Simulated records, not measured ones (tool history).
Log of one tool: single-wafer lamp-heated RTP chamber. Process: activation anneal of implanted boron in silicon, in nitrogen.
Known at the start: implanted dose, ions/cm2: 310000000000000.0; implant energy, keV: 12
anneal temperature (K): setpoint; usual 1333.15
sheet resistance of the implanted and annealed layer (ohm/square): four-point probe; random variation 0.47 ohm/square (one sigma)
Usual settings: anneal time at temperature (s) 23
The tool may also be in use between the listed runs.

| run | day | anneal temperature (K) | anneal time at temperature (s) | read-back reference wafer on the same gauge, sheet resistance | sheet resistance of the implanted and annealed layer (ohm/square) |
|---|---|---|---|---|---|
| 1 | 0.000 | 1333.15 | 23 | 358.60 | 315.76 |
| 2 | 0.746 | 1333.15 | 23 | 358.90 | 315.75 |
| 3 | 1.292 | 1333.15 | 19 | 359.43 | 315.96 |
| 4 | 1.742 | 1333.15 | 19 | 359.29 | 315.83 |
| 5 | 2.442 | 1333.15 | 19 | 359.38 | 317.35 |
| 6 | 2.929 | 1333.15 | 23 | 359.90 | 316.11 |
| 7 | 3.312 | 1333.15 | 23 | 359.94 | 317.00 |
| 8 | 3.996 | 1333.15 | 23 | 360.27 | 316.96 |
| 9 | 4.279 | 1333.15 | 23 | 360.05 | 317.44 |
| 10 | 4.712 | 1333.15 | 23 | 360.12 | 316.94 |
| 11 | 5.071 | 1333.15 | 23 | 360.57 | 316.64 |
|  | 5.621 | pyrometer window cleaned and pyrometer calibrated |
| 12 | 5.704 | 1333.15 | 23 | 360.71 | 316.65 |
| 13 | 6.012 | 1333.15 | 23 | 360.86 | 317.31 |
| 14 | 6.417 | 1325.15 | 29 | 360.98 | 317.16 |
| 15 | 6.729 | 1325.15 | 29 | 361.15 | 316.74 |
|  | 6.767 | gauge calibrated |
| 16 | 7.104 | 1325.15 | 29 | 354.98 | 310.33 |
| 17 | 7.696 | 1333.15 | 23 | 354.89 | 312.16 |
|  | 8.212 | reflector plate cleaned |
| 18 | 8.233 | 1359.15 | 23 | 355.27 | 309.55 |
| 19 | 8.550 | 1360.15 | 12 | 355.24 | 312.72 |
| 20 | 8.846 | 1305.15 | 14 | 355.47 | 316.10 |
| 21 | 9.175 | 1333.15 | 23 | 355.29 | 312.59 |
| 22 | 9.475 | 1333.15 | 23 | 355.61 | 312.52 |
| 23 | 10.025 | 1333.15 | 23 | 355.86 | 312.98 |
| 24 | 10.312 | 1311.15 | 30 | 355.92 | 312.80 |
| 25 | 10.742 | 1333.15 | 19 | 356.05 | 313.36 |
| 26 | 11.312 | 1333.15 | 23 | 356.25 | 313.82 |
| 27 | 12.038 | 1308.15 | 23 | 356.67 | 315.18 |
| 28 | 12.442 | 1333.15 | 15 | 356.57 | 314.83 |
| 29 | 12.967 | 1333.15 | 23 | 356.81 | 313.15 |
| 30 | 13.700 | 1353.15 | 12 | 357.09 | 315.39 |
| 31 | 14.100 | 1344.15 | 9 | 357.01 | 316.41 |
| 32 | 14.783 | 1353.15 | 23 | 357.64 | 312.80 |
| 33 | 15.158 | 1341.15 | 30 | 357.64 | 313.16 |
| 34 | 15.833 | 1333.15 | 23 | 357.78 | 314.41 |

5 ways to go on from here, each from the tool as it stands after run 34. What would each give?
| A | 15.850 | 1333.15 | 23 | ? | ? |
| B | 15.850 | 1310.15 | 16 | ? | ? |
| C | 15.850 | 1309.15 | 23 | ? | ? |
| D | 15.850 | 1309.15 | 14 | ? | ? |
| E | 15.850 | 1333.15 | 34 | ? | ? |

| run | read-back reference wafer on the same gauge, sheet resistance | sheet resistance of the implanted and annealed layer (ohm/square) |
|---|---|---|
| A | 357.90 | 314.29 |
| B | 357.90 | 316.85 |
| C | 357.90 | 315.88 |
| D | 357.90 | 317.25 |
| E | 357.90 | 312.52 |
Without the tool's hidden state the same runs would have given:
| run | sheet resistance of the implanted and annealed layer (ohm/square) |
|---|---|
| A | 312.70 |
| B | 315.25 |
| C | 314.28 |
| D | 315.65 |
| E | 310.94 |
